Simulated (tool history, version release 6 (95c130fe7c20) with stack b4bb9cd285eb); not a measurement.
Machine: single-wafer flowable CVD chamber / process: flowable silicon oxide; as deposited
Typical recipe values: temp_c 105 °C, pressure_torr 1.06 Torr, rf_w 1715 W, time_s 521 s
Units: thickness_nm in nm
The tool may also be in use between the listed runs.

run,hour,temp_c,pressure_torr,rf_w,time_s,"read-back reference wafer on the same gauge, thickness_nm",thickness_nm
1,0,105,1.06,1715,521,317.032,347.504
2,34.2,105,1.06,1715,521,316.853,346.26
3,68.5,105,1.06,1715,521,316.88,347.558
4,104,105,1.06,1715,521,316.709,345.154
5,128.8,105,1.06,1715,521,316.682,348.716
6,146.8,105,1.06,1715,521,316.93,349.69
7,165.9,105,1.06,1715,521,317.163,343.801
8,176.2,105,0.88,1715,521,317.431,285.357
9,249.3,105,0.88,1715,521,317.065,285.239
10,269.2,105,1.26,1715,521,317.358,412.904
11,284.2,99,0.88,1900,521,317.221,367.378
12,374.6,105,1.06,1495,479,316.545,305.966
13,398,105,0.89,1715,420,316.922,231.609
14,414.1,99,1.22,1615,600,316.792,572.777
15,430.5,105,1.06,1715,521,317.062,343.948
16,451.8,105,1.06,1715,492,317.195,328.059
17,487.5,116,1.06,1900,521,316.677,238.278
18,499.6,105,1.06,1715,521,316.933,348.025

The log once held 5 entries between its listed runs, left out of this copy. Where does each go, and what is different about the tool's unlogged condition between the listed run before it and the listed run after it?
Between runs 6 and 7: showerhead replaced (hour 165.4)
  no difference in the tool's unlogged condition between these two runs
Between runs 8 and 9: RF generator calibrated (hour 220.8); capacitance manometer re-zeroed and calibrated (hour 222.8)
  no difference in the tool's unlogged condition between these two runs
Between runs 11 and 12: gauge calibrated (hour 348.3); thermocouple changed; heater temperature recalibrated (hour 349.1)
  no difference in the tool's unlogged condition between these two runs
